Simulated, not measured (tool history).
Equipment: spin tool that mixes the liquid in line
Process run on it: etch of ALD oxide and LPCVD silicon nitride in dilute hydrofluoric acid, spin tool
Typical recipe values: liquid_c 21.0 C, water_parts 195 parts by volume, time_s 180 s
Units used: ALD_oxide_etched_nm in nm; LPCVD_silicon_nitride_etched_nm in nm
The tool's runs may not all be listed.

run	hour	liquid_c	water_parts	time_s	wafers since the last listed run	hours since the thermometer was replaced	hours since the hydrofluoric acid flow meter was replaced	hours since the gauge calibration	read-back film thickness of the ALD oxide reference wafer, read on the same gauge (nm)	read-back film thickness of the LPCVD silicon nitride reference wafer, read on the same gauge (nm)	ALD_oxide_etched_nm	LPCVD_silicon_nitride_etched_nm
1	0.0	17.5	195	245	0	2428.3	859.0	410.8	49.99	150.000	21.61	0.475
2	15.6	24.5	195	180	115	2443.9	874.6	426.4	50.00	150.013	20.62	0.606
3	34.8	24.5	195	180	141	2463.1	893.8	445.6	50.01	149.997	20.91	0.623
4	59.6	24.5	195	180	182	2487.9	918.6	470.4	49.98	149.995	20.89	0.531
5	93.5	21.0	195	180	250	2521.8	952.5	504.3	50.00	149.988	18.32	0.462
6	108.5	21.0	195	180	110	2536.8	967.5	519.3	49.99	149.999	18.27	0.467
7	129.2	21.0	195	180	152	2557.5	988.2	540.0	50.00	149.988	18.39	0.487
# hour 169.8: gauge calibrated
# hour 198.2: hydrofluoric acid flow meter replaced
8	203.1	21.0	195	180	537	2631.4	4.9	33.3	50.00	150.003	17.34	0.463
# hour 211.2: thermometer replaced
9	216.4	21.0	195	180	90	5.2	18.2	46.6	50.03	150.001	17.67	0.409
10	264.9	21.0	195	180	357	53.7	66.7	95.1	50.00	150.000	17.64	0.486
11	285.6	21.0	195	180	152	74.4	87.4	115.8	49.99	150.021	17.43	0.460
12	304.0	21.0	130	180	135	92.8	105.8	134.2	50.00	150.008	28.44	0.653
13	330.6	21.0	230	180	196	119.4	132.4	160.8	50.01	150.004	14.56	0.452
14	346.9	21.0	135	280	120	135.7	148.7	177.1	50.01	150.007	42.27	1.065
15	380.4	25.5	135	255	247	169.2	182.2	210.6	50.02	149.999	46.38	1.278
16	407.2	21.0	195	180	197	196.0	209.0	237.4	50.01	149.995	17.74	0.452
17	472.2	21.0	160	240	479	261.0	274.0	302.4	50.01	149.996	29.99	0.766
18	532.3	21.0	195	180	443	321.1	334.1	362.5	50.03	149.997	18.04	0.518
19	559.4	23.5	230	95	199	348.2	361.2	389.6	50.02	150.001	8.44	0.240
20	580.0	21.0	195	180	151	368.8	381.8	410.2	50.02	150.004	17.85	0.487
21	612.0	18.0	260	240	236	400.8	413.8	442.2	50.01	149.981	15.01	0.362
22	625.2	23.0	140	180	97	414.0	427.0	455.4	49.99	149.995	28.87	0.726
23	651.2	17.0	195	180	191	440.0	453.0	481.4	50.01	150.021	15.34	0.356
24	664.3	21.0	195	180	96	453.1	466.1	494.5	49.99	149.996	18.14	0.490
25	693.7	21.0	195	130	216	482.5	495.5	523.9	50.01	149.984	13.09	0.343
# hour 695.1: gauge calibrated
26	708.2	19.5	160	180	106	497.0	510.0	13.1	50.03	150.000	21.62	0.522

Here are 4 independent what-if runs from the current tool condition. What would each one return?
A	708.7	21.0	195	180	3	497.5	510.5	13.6	?	?	?	?
B	708.7	18.0	250	180	3	497.5	510.5	13.6	?	?	?	?
C	708.7	19.0	115	255	3	497.5	510.5	13.6	?	?	?	?
D	708.7	22.5	155	140	3	497.5	510.5	13.6	?	?	?	?

run	read-back film thickness of the ALD oxide reference wafer, read on the same gauge (nm)	read-back film thickness of the LPCVD silicon nitride reference wafer, read on the same gauge (nm)	ALD_oxide_etched_nm	LPCVD_silicon_nitride_etched_nm
A	49.97	149.998	18.03	0.445
B	49.97	149.998	11.90	0.288
C	49.97	149.998	43.36	0.923
D	49.97	149.998	19.47	0.478
Take away the tool's hidden state, keep each run's random variation, and the runs would have read:
run	ALD_oxide_etched_nm	LPCVD_silicon_nitride_etched_nm
A	17.44	0.433
B	11.51	0.280
C	42.04	0.899
D	18.85	0.466
